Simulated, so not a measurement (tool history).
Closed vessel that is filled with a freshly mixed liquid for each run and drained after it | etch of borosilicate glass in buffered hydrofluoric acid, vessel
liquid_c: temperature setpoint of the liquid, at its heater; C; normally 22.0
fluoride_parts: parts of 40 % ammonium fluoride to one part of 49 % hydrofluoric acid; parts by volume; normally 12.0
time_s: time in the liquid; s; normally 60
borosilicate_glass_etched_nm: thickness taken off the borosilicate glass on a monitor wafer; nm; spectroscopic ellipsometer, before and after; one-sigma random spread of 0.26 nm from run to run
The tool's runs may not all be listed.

run	hour	liquid_c	fluoride_parts	time_s	wafers since the last listed run	hours since the thermometer was replaced	hours since the hydrofluoric acid flow meter was replaced	hours since the gauge calibration	read-back film thickness of the borosilicate glass reference wafer, read on the same gauge (nm)	borosilicate_glass_etched_nm
1	0.0	20.5	12.0	60	0	1928.8	1878.1	98.4	90.03	51.44
2	13.3	20.5	12.0	60	1753	1942.1	1891.4	111.7	89.98	51.54
3	45.6	22.0	12.0	60	4259	1974.4	1923.7	144.0	90.01	55.70
4	70.4	22.0	12.0	60	3270	1999.2	1948.5	168.8	89.96	55.69
5	97.4	22.0	12.0	80	3560	2026.2	1975.5	195.8	90.00	73.52
6	116.5	22.0	12.0	80	2518	2045.3	1994.6	214.9	89.99	74.43
# hour 146.5: thermometer replaced
7	147.0	22.0	12.0	60	3889	0.5	2025.1	245.4	90.04	63.31
8	163.0	22.0	12.0	60	2109	16.5	2041.1	261.4	90.00	63.10
9	176.8	22.0	12.0	60	1819	30.3	2054.9	275.2	90.00	63.27
10	209.2	23.5	15.5	35	4272	62.7	2087.3	307.6	89.98	31.11
# hour 217.7: gauge calibrated
11	222.9	22.0	14.5	90	1806	76.4	2101.0	5.2	89.97	78.69
# hour 233.0: hydrofluoric acid flow meter replaced
12	246.8	26.5	14.0	45	3019	100.3	13.8	29.1	90.04	47.07
13	274.9	24.0	12.0	35	3705	128.4	41.9	57.2	89.99	37.46
14	302.0	22.0	12.0	80	3573	155.5	69.0	84.3	90.00	76.98
15	331.9	27.0	14.0	80	3942	185.4	98.9	114.2	90.01	86.55
16	348.4	25.0	10.5	50	2175	201.9	115.4	130.7	90.02	64.29
17	363.5	24.0	13.5	30	1991	217.0	130.5	145.8	90.00	28.71
18	459.7	22.0	12.0	30	12684	313.2	226.7	242.0	89.98	28.77
19	473.8	22.0	12.0	60	1859	327.3	240.8	256.1	89.99	57.72

What if the next run were any one of these 4? Each begins from the tool's condition after run 19:
A	474.5	27.0	12.0	60	92	328.0	241.5	256.8	?	?
B	474.5	22.0	12.0	85	92	328.0	241.5	256.8	?	?
C	474.5	17.5	12.0	30	92	328.0	241.5	256.8	?	?
D	474.5	22.0	13.5	35	92	328.0	241.5	256.8	?	?

run	read-back film thickness of the borosilicate glass reference wafer, read on the same gauge (nm)	borosilicate_glass_etched_nm
A	90.03	75.63
B	90.03	81.97
C	90.03	22.58
D	90.03	30.04
Had the tool no hidden state, the same runs would have come out as:
run	borosilicate_glass_etched_nm
A	75.96
B	82.40
C	22.71
D	30.20

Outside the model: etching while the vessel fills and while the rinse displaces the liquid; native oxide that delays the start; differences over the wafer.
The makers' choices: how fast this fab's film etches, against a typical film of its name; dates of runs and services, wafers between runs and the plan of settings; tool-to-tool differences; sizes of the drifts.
